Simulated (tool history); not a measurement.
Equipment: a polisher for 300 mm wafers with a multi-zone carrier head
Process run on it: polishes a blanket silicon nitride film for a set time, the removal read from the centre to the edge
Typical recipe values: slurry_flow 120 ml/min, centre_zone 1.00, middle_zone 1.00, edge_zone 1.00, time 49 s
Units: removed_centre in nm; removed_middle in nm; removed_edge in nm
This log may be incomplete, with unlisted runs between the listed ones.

run,hour,slurry_flow,centre_zone,middle_zone,edge_zone,time,"incoming thickness of the incoming film, nm",removed_centre,removed_middle,removed_edge
1,0.0,120,0.95,1.08,1.00,49,932.5,99.6,111.3,99.0
2,53.9,120,0.95,1.08,1.00,49,946.0,99.3,110.5,101.3
3,81.4,120,1.00,1.00,1.00,49,950.6,104.2,104.2,101.7
4,107.1,120,1.00,1.00,1.00,49,942.7,104.1,104.2,103.2
5,146.6,120,1.09,1.00,0.94,49,930.1,110.3,102.8,96.3
# hour 212.7: worn pad replaced by a new one
6,213.2,120,1.09,1.00,0.94,49,944.1,115.2,104.4,98.5
7,269.7,120,0.93,1.00,1.00,49,956.4,98.2,105.6,100.7
8,322.4,120,1.00,1.00,1.00,49,952.8,105.3,103.3,100.8
9,371.3,120,1.00,1.00,1.00,49,936.4,104.0,101.9,98.4
10,401.1,120,1.00,1.08,1.00,49,959.7,101.6,108.7,99.0
# hour 424.3: worn pad replaced by a new one
# hour 434.8: edge zone pressure recalibrated
11,437.4,120,1.00,1.00,1.00,49,936.1,106.5,103.6,102.8
12,490.1,135,1.00,1.00,0.89,49,946.0,106.4,105.8,97.0
13,514.8,135,1.00,1.04,0.90,49,930.4,105.9,107.9,97.7
# hour 550.4: centre zone pressure recalibrated
14,568.4,120,1.00,1.00,1.00,49,939.1,103.5,102.2,99.2
# hour 580.0: slurry nozzle cleaned
15,619.1,85,1.06,0.91,1.00,37,927.4,76.5,67.4,70.6
# hour 636.9: worn pad replaced by a new one
16,647.2,135,1.00,1.00,1.00,49,938.0,109.2,106.3,103.6
17,675.2,110,1.00,1.00,0.91,49,955.2,104.0,102.6,95.7
18,733.3,135,1.00,1.07,1.10,62,932.5,133.1,140.0,139.6
19,800.8,120,0.91,1.00,1.00,49,934.9,92.1,101.8,98.4
# hour 809.6: carrier head's membrane replaced by a new one
20,853.7,135,1.00,1.04,0.90,49,945.3,102.3,104.3,95.3
# hour 882.4: worn pad replaced by a new one
21,1048.2,120,1.00,1.00,1.00,49,931.7,102.5,102.3,98.8

Results for each run, recomputed without the tool's hidden state and with each run's random variation untouched:
Hidden conditions of the tool in this case: removal rate lost through wear of the pad, %; slurry flow missing at the pad, %; deviation of the centre zone's pressure from its setpoint, %; deviation of the edge zone's pressure from its setpoint, %.
run,removed_centre,removed_middle,removed_edge
1,100.2,111.9,99.5
2,100.4,111.7,102.4
3,105.9,105.9,103.4
4,106.5,106.6,105.6
5,114.3,106.6,99.8
6,115.3,104.5,98.6
7,98.7,106.1,101.1
8,106.8,104.8,102.3
9,107.0,104.9,101.3
10,105.8,113.3,103.2
11,106.7,103.9,103.1
12,107.1,106.5,97.7
13,107.1,109.2,98.8
14,106.2,104.8,101.8
15,80.0,70.5,73.8
16,109.6,106.7,103.9
17,104.5,103.1,96.2
18,134.9,141.9,141.5
19,95.2,105.3,101.8
20,108.3,110.4,100.9
21,106.6,106.4,102.8
